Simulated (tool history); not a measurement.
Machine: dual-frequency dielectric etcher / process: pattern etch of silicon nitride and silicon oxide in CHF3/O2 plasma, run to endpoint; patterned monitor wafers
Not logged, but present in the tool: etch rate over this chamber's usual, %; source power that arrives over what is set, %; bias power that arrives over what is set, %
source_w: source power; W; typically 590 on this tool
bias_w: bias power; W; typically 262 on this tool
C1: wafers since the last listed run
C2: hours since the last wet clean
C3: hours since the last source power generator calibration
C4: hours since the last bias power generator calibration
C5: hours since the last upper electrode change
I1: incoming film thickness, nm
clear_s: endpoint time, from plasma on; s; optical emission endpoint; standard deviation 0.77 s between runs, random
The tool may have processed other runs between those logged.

run 1 hour=0 | source_w=590 bias_w=313 | C1=0 C2=250.9 C3=1756.7 C4=1985.4 C5=3131.6 | I1=288 | clear_s=142
run 2 hour=86.2 | source_w=590 bias_w=313 | C1=600 C2=337.1 C3=1842.9 C4=2071.6 C5=3217.8 | I1=287.9 | clear_s=142.3
run 3 hour=173.9 | source_w=590 bias_w=313 | C1=610 C2=424.8 C3=1930.6 C4=2159.3 C5=3305.5 | I1=290.4 | clear_s=145.7
-- hour=203.6 wet clean of the chamber
run 4 hour=246.7 | source_w=590 bias_w=262 | C1=339 C2=43.1 C3=2003.4 C4=2232.1 C5=3378.3 | I1=288.8 | clear_s=144.4
run 5 hour=314.9 | source_w=590 bias_w=304 | C1=475 C2=111.3 C3=2071.6 C4=2300.3 C5=3446.5 | I1=289.8 | clear_s=140.9
run 6 hour=372.8 | source_w=590 bias_w=304 | C1=403 C2=169.2 C3=2129.5 C4=2358.2 C5=3504.4 | I1=289 | clear_s=143
run 7 hour=431 | source_w=590 bias_w=262 | C1=405 C2=227.4 C3=2187.7 C4=2416.4 C5=3562.6 | I1=287 | clear_s=147.8
run 8 hour=536.8 | source_w=510 bias_w=301 | C1=736 C2=333.2 C3=2293.5 C4=2522.2 C5=3668.4 | I1=288.1 | clear_s=150.7
run 9 hour=600.4 | source_w=510 bias_w=301 | C1=442 C2=396.8 C3=2357.1 C4=2585.8 C5=3732 | I1=289.6 | clear_s=154.3
-- hour=695.6 wet clean of the chamber
run 10 hour=696.1 | source_w=660 bias_w=262 | C1=499 C2=0.5 C3=2452.8 C4=2681.5 C5=3827.7 | I1=289.5 | clear_s=140.4
run 11 hour=761.2 | source_w=660 bias_w=262 | C1=453 C2=65.6 C3=2517.9 C4=2746.6 C5=3892.8 | I1=290.6 | clear_s=141.1
run 12 hour=857 | source_w=590 bias_w=262 | C1=667 C2=161.4 C3=2613.7 C4=2842.4 C5=3988.6 | I1=290.2 | clear_s=149.1
run 13 hour=924.2 | source_w=480 bias_w=287 | C1=468 C2=228.6 C3=2680.9 C4=2909.6 C5=4055.8 | I1=290.8 | clear_s=157.4
-- hour=992.2 bias power generator calibrated
run 14 hour=1027.8 | source_w=500 bias_w=280 | C1=693 C2=332.2 C3=2784.5 C4=35.6 C5=4159.4 | I1=289.1 | clear_s=156.4
run 15 hour=1094.8 | source_w=660 bias_w=310 | C1=466 C2=399.2 C3=2851.5 C4=102.6 C5=4226.4 | I1=288.6 | clear_s=139.8
run 16 hour=1142.5 | source_w=520 bias_w=297 | C1=332 C2=446.9 C3=2899.2 C4=150.3 C5=4274.1 | I1=288.4 | clear_s=155.2
run 17 hour=1185.1 | source_w=480 bias_w=223 | C1=296 C2=489.5 C3=2941.8 C4=192.9 C5=4316.7 | I1=290.2 | clear_s=172.9
-- hour=1213.7 wet clean of the chamber
-- hour=1242.9 source power generator calibrated
run 18 hour=1268.4 | source_w=590 bias_w=262 | C1=385 C2=54.7 C3=25.5 C4=276.2 C5=4400 | I1=288.5 | clear_s=146.1
run 19 hour=1372.8 | source_w=700 bias_w=320 | C1=727 C2=159.1 C3=129.9 C4=380.6 C5=4504.4 | I1=290.7 | clear_s=133.5
-- hour=1412.2 upper electrode replaced
run 20 hour=1414.5 | source_w=510 bias_w=291 | C1=123 C2=200.8 C3=171.6 C4=422.3 C5=2.3 | I1=286.7 | clear_s=150.5
run 21 hour=1467.1 | source_w=680 bias_w=262 | C1=366 C2=253.4 C3=224.2 C4=474.9 C5=54.9 | I1=287.4 | clear_s=141.1
run 22 hour=1538 | source_w=540 bias_w=279 | C1=493 C2=324.3 C3=295.1 C4=545.8 C5=125.8 | I1=288.3 | clear_s=153.9
run 23 hour=1626 | source_w=590 bias_w=262 | C1=612 C2=412.3 C3=383.1 C4=633.8 C5=213.8 | I1=288.3 | clear_s=152.5
-- hour=1677.7 wet clean of the chamber
run 24 hour=1710.5 | source_w=590 bias_w=262 | C1=421 C2=32.8 C3=467.6 C4=718.3 C5=298.3 | I1=291.4 | clear_s=146.5
run 25 hour=1778 | source_w=490 bias_w=202 | C1=470 C2=100.3 C3=535.1 C4=785.8 C5=365.8 | I1=289.1 | clear_s=167

A few steps of clear_s between consecutive runs. Split each: what settings, incoming material and random variation would produce without the hidden state, and what is left over for the hidden state, along with gauge scatter present in only one of the two compared results (measured, and without hidden state):
Run 17 -> 18: source_w 480 -> 590, bias_w 223 -> 262, wet clean of the chamber, source power generator calibrated. clear_s -26.8 s: hidden state -8.6, all else -18.2.
Run 23 -> 24: wet clean of the chamber. clear_s -6 s: hidden state -6.8, all else +0.8.
Run 24 -> 25: source_w 590 -> 490, bias_w 262 -> 202. clear_s +20.5 s: hidden state +1.1, all else +19.4.

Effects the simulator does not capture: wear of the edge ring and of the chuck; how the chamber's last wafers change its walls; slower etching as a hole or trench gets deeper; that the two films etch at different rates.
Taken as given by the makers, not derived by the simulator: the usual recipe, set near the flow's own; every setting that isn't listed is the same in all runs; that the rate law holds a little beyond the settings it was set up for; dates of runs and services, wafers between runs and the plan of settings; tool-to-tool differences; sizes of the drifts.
